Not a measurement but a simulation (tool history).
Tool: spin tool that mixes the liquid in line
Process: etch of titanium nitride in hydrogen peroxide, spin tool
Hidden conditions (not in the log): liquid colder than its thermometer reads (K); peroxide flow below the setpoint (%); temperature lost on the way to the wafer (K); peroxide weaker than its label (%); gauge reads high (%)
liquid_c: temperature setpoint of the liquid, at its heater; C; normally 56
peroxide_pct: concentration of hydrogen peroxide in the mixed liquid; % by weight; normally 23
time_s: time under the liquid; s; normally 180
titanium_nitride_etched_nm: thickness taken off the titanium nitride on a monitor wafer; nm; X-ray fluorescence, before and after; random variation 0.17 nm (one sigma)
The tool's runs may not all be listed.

run	hour	liquid_c	peroxide_pct	time_s	wafers since the last listed run	hours since the thermometer was replaced	hours since the peroxide flow meter was replaced	hours since the heated supply line was repaired	hours since the drum of peroxide was connected	hours since the gauge calibration	read-back film thickness of the titanium nitride reference wafer, read on the same gauge (nm)	titanium_nitride_etched_nm
1	0	56	23	180	0	1633.5	49.7	2148.7	93.9	832	59.99	20.32
2	49.1	56	23	180	524	1682.6	98.8	2197.8	143	881.1	60.02	19.83
3	112.9	56	23	180	681	1746.4	162.6	2261.6	206.8	944.9	59.98	19.6
4	146.4	59	23	180	357	1779.9	196.1	2295.1	240.3	978.4	59.98	24.21
5	172.5	61.5	23	180	278	1806	222.2	2321.2	266.4	1004.5	59.99	28.75
6	232.6	61.5	23	180	641	1866.1	282.3	2381.3	326.5	1064.6	60	28.56
7	272.3	61.5	23	180	423	1905.8	322	2421	366.2	1104.3	60	28.25
# hour 330.5: gauge calibrated
8	331.1	56	23	180	627	1964.6	380.8	2479.8	425	0.6	59.94	19.5
9	402.5	56	23	180	762	2036	452.2	2551.2	496.4	72	60.03	19.18
10	430.5	56	23	180	298	2064	480.2	2579.2	524.4	100	59.99	19.05
11	498.1	56	23	255	721	2131.6	547.8	2646.8	592	167.6	59.99	27.16
# hour 517.7: thermometer replaced
12	523.9	47.5	26	130	264	6.2	573.6	2672.6	617.8	193.4	60	8.81
# hour 527.3: heated supply line repaired
13	548.1	66	29.5	210	247	30.4	597.8	20.8	642	217.6	60.01	53.16
# hour 643.3: new drum of peroxide connected
14	705	49.5	25.5	225	1664	187.3	754.7	177.7	61.7	374.5	60	16.97
15	772.7	52	27.5	230	722	255	822.4	245.4	129.4	442.2	60.04	21.07
# hour 835.8: peroxide flow meter replaced
16	836.3	60	21	180	668	318.6	0.5	309	193	505.8	60.02	28.15

The next listed run, before its measurement:
17	903.6	56	23	180	718	385.9	67.8	376.3	260.3	573.1	?	?

read-back film thickness of the titanium nitride reference wafer, read on the same gauge (nm): 60.02
titanium_nitride_etched_nm: 21.32 nm
Without the tool's hidden state the same run would have given titanium_nitride_etched_nm 22.14 nm.
